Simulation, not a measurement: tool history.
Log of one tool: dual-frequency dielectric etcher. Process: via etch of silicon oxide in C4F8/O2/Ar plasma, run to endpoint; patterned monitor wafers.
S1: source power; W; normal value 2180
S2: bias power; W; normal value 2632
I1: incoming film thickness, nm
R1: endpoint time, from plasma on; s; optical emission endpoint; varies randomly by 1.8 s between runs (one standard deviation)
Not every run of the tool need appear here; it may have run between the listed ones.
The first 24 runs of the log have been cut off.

Run 25, hour 1509.1: usual settings; I1 2179.2. Result: R1 459.6 s.
Run 26, hour 1573.4: usual settings but S2 2894 W; I1 2167.9. Result: R1 436.2 s.
Run 27, hour 1637.1: usual settings; I1 2190.7. Result: R1 459.4 s.
At hour 1677.2: bias power generator calibrated, repeated, since the last time left the tool worse.
Run 28, hour 1694.5: usual settings; I1 2167.2. Result: R1 447.8 s.
Run 29, hour 1794.6: usual settings but S1 2320 W, S2 2208 W; I1 2169.2. Result: R1 472.6 s.
Run 30, hour 1853: usual settings but S2 3119 W; I1 2171.8. Result: R1 419.5 s.
Run 31, hour 1945.4: usual settings but S2 2801 W; I1 2190.2. Result: R1 440 s.
Run 32, hour 2010.4: usual settings; I1 2178.7. Result: R1 447.8 s.
Run 33, hour 2080: usual settings but S1 1960 W, S2 2009 W; I1 2162.3. Result: R1 510.3 s.
Run 34, hour 2167.1: usual settings but S1 2470 W, S2 2355 W; I1 2189.5. Result: R1 461.6 s.

Below are 5 alternative next runs, each starting from the tool's condition after run 34. Predict each:
Run A, hour 2167.6: usual settings but S1 1670 W; I1 2172.5. Result: R1 ?.
Run B, hour 2167.6: usual settings but S1 2340 W, S2 2868 W; I1 2172.5. Result: R1 ?.
Run C, hour 2167.6: usual settings but S2 2342 W; I1 2172.5. Result: R1 ?.
Run D, hour 2167.6: usual settings but S1 1770 W, S2 2103 W; I1 2172.5. Result: R1 ?.
Run E, hour 2167.6: usual settings but S1 2350 W, S2 2969 W; I1 2172.5. Result: R1 ?.

run     R1
  A    474
  B  427.6
  C  471.6
  D  514.6
  E  421.3
With the hidden condition removed and each run's random variation left untouched, the same runs would have given:
run     R1
  A  471.2
  B  425.1
  C  468.9
  D  511.8
  E  418.8
